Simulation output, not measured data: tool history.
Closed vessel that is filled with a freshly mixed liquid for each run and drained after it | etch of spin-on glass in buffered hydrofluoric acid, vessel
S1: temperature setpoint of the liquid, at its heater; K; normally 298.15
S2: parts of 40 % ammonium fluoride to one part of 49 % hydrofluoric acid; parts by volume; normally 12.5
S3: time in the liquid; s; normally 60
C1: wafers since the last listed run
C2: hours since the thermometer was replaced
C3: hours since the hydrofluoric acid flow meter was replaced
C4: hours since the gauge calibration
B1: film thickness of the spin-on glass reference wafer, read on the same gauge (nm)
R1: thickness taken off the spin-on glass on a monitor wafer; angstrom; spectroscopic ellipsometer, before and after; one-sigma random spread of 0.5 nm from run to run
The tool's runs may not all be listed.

Run 1, hour 0.0: usual settings but S1 299.65 K; C1 0; C2 534.4; C3 1100.1; C4 939.8; B1 79.99. Result: R1 1531.9 angstrom.
Run 2, hour 44.9: usual settings; C1 3177; C2 579.3; C3 1145.0; C4 984.7; B1 80.00. Result: R1 1404.3 angstrom.
At hour 66.2: hydrofluoric acid flow meter replaced.
Run 3, hour 110.9: usual settings but S2 14.5 parts by volume; C1 4599; C2 645.3; C3 44.7; C4 1050.7; B1 79.96. Result: R1 1213.4 angstrom.
Run 4, hour 170.8: usual settings but S2 14.5 parts by volume; C1 4238; C2 705.2; C3 104.6; C4 1110.6; B1 80.00. Result: R1 1210.3 angstrom.
Run 5, hour 256.1: usual settings but S2 14.5 parts by volume; C1 6036; C2 790.5; C3 189.9; C4 1195.9; B1 79.98. Result: R1 1208.7 angstrom.
Run 6, hour 296.0: usual settings; C1 2823; C2 830.4; C3 229.8; C4 1235.8; B1 79.99. Result: R1 1393.2 angstrom.
Run 7, hour 381.3: usual settings; C1 6036; C2 915.7; C3 315.1; C4 1321.1; B1 79.97. Result: R1 1397.3 angstrom.
Run 8, hour 456.8: usual settings; C1 5342; C2 991.2; C3 390.6; C4 1396.6; B1 79.98. Result: R1 1381.6 angstrom.
Run 9, hour 499.2: usual settings; C1 3000; C2 1033.6; C3 433.0; C4 1439.0; B1 80.02. Result: R1 1383.2 angstrom.
At hour 503.1: thermometer replaced.
Run 10, hour 547.1: usual settings but S2 16.0 parts by volume; C1 3318; C2 44.0; C3 480.9; C4 1486.9; B1 80.01. Result: R1 1134.1 angstrom.
Run 11, hour 632.1: usual settings but S2 16.0 parts by volume; C1 6014; C2 129.0; C3 565.9; C4 1571.9; B1 80.00. Result: R1 1128.0 angstrom.
At hour 654.6: gauge calibrated.
Run 12, hour 731.5: usual settings; C1 7033; C2 228.4; C3 665.3; C4 76.9; B1 80.03. Result: R1 1431.4 angstrom.
Run 13, hour 830.6: usual settings but S3 45 s; C1 7012; C2 327.5; C3 764.4; C4 176.0; B1 79.98. Result: R1 1070.7 angstrom.
Run 14, hour 898.9: usual settings but S3 80 s; C1 4833; C2 395.8; C3 832.7; C4 244.3; B1 80.02. Result: R1 1895.2 angstrom.
Run 15, hour 946.7: usual settings; C1 3382; C2 443.6; C3 880.5; C4 292.1; B1 79.99. Result: R1 1419.3 angstrom.
Run 16, hour 983.0: usual settings but S1 301.15 K, S2 16.5 parts by volume, S3 75 s; C1 2568; C2 479.9; C3 916.8; C4 328.4; B1 80.00. Result: R1 1586.9 angstrom.
Run 17, hour 1054.9: usual settings but S1 299.65 K, S2 10.5 parts by volume, S3 35 s; C1 5087; C2 551.8; C3 988.7; C4 400.3; B1 79.98. Result: R1 1052.4 angstrom.
At hour 1096.9: hydrofluoric acid flow meter replaced.
Run 18, hour 1157.6: usual settings; C1 7196; C2 654.5; C3 60.7; C4 503.0; B1 79.98. Result: R1 1400.7 angstrom.
Run 19, hour 1234.4: usual settings but S1 301.15 K, S2 16.5 parts by volume, S3 75 s; C1 5434; C2 731.3; C3 137.5; C4 579.8; B1 80.02. Result: R1 1574.0 angstrom.
Run 20, hour 1337.7: usual settings; C1 7309; C2 834.6; C3 240.8; C4 683.1; B1 79.99. Result: R1 1400.5 angstrom.
Run 21, hour 1420.5: usual settings; C1 5859; C2 917.4; C3 323.6; C4 765.9; B1 80.02. Result: R1 1388.0 angstrom.
Run 22, hour 1497.2: usual settings; C1 5427; C2 994.1; C3 400.3; C4 842.6; B1 80.02. Result: R1 1378.9 angstrom.
Run 23, hour 1540.7: usual settings but S1 301.65 K, S3 40 s; C1 3078; C2 1037.6; C3 443.8; C4 886.1; B1 80.01. Result: R1 1111.9 angstrom.
Run 24, hour 1600.8: usual settings but S3 50 s; C1 4252; C2 1097.7; C3 503.9; C4 946.2; B1 80.01. Result: R1 1154.1 angstrom.
At hour 1645.8: thermometer replaced.
Run 25, hour 1692.6: usual settings but S2 14.5 parts by volume; C1 6425; C2 46.8; C3 595.7; C4 1038.0; B1 79.99. Result: R1 1247.0 angstrom.
Run 26, hour 1734.3: usual settings but S2 7.5 parts by volume, S3 95 s; C1 2950; C2 88.5; C3 637.4; C4 1079.7; B1 80.01. Result: R1 3669.2 angstrom.
Run 27, hour 1800.3: usual settings but S1 293.65 K, S2 9.5 parts by volume; C1 4670; C2 154.5; C3 703.4; C4 1145.7; B1 79.98. Result: R1 1436.1 angstrom.
Run 28, hour 1843.7: usual settings but S2 15.0 parts by volume, S3 85 s; C1 3071; C2 197.9; C3 746.8; C4 1189.1; B1 79.99. Result: R1 1685.7 angstrom.
Run 29, hour 1924.5: usual settings but S1 295.15 K, S2 10.0 parts by volume, S3 40 s; C1 5717; C2 278.7; C3 827.6; C4 1269.9; B1 80.01. Result: R1 998.6 angstrom.
Run 30, hour 2011.1: usual settings but S1 294.65 K, S2 9.0 parts by volume, S3 40 s; C1 6128; C2 365.3; C3 914.2; C4 1356.5; B1 80.01. Result: R1 1035.6 angstrom.
Run 31, hour 2048.9: usual settings but S2 8.0 parts by volume, S3 30 s; C1 2674; C2 403.1; C3 952.0; C4 1394.3; B1 80.01. Result: R1 1065.1 angstrom.
Run 32, hour 2146.9: usual settings but S1 294.15 K, S2 16.0 parts by volume, S3 80 s; C1 6934; C2 501.1; C3 1050.0; C4 1492.3; B1 80.00. Result: R1 1180.2 angstrom.

5 ways to go on from here, each from the tool as it stands after run 32. What would each give?
Run A, hour 2147.6: usual settings; C1 49; C2 501.8; C3 1050.7; C4 1493.0; B1 ?. Result: R1 ?.
Run B, hour 2147.6: usual settings but S1 296.15 K, S2 8.5 parts by volume, S3 35 s; C1 49; C2 501.8; C3 1050.7; C4 1493.0; B1 ?. Result: R1 ?.
Run C, hour 2147.6: usual settings but S1 295.65 K; C1 49; C2 501.8; C3 1050.7; C4 1493.0; B1 ?. Result: R1 ?.
Run D, hour 2147.6: usual settings but S1 302.15 K, S2 10.0 parts by volume, S3 75 s; C1 49; C2 501.8; C3 1050.7; C4 1493.0; B1 ?. Result: R1 ?.
Run E, hour 2147.6: usual settings but S1 301.65 K, S2 11.0 parts by volume, S3 35 s; C1 49; C2 501.8; C3 1050.7; C4 1493.0; B1 ?. Result: R1 ?.

run     B1      R1
  A  79.98  1404.9
  B  79.98  1038.3
  C  79.98  1224.9
  D  79.98  2705.4
  E  79.98  1120.6
Had the tool no hidden state, the same runs would have come out as:
run      R1
  A  1441.2
  B  1065.5
  C  1257.1
  D  2773.4
  E  1148.9

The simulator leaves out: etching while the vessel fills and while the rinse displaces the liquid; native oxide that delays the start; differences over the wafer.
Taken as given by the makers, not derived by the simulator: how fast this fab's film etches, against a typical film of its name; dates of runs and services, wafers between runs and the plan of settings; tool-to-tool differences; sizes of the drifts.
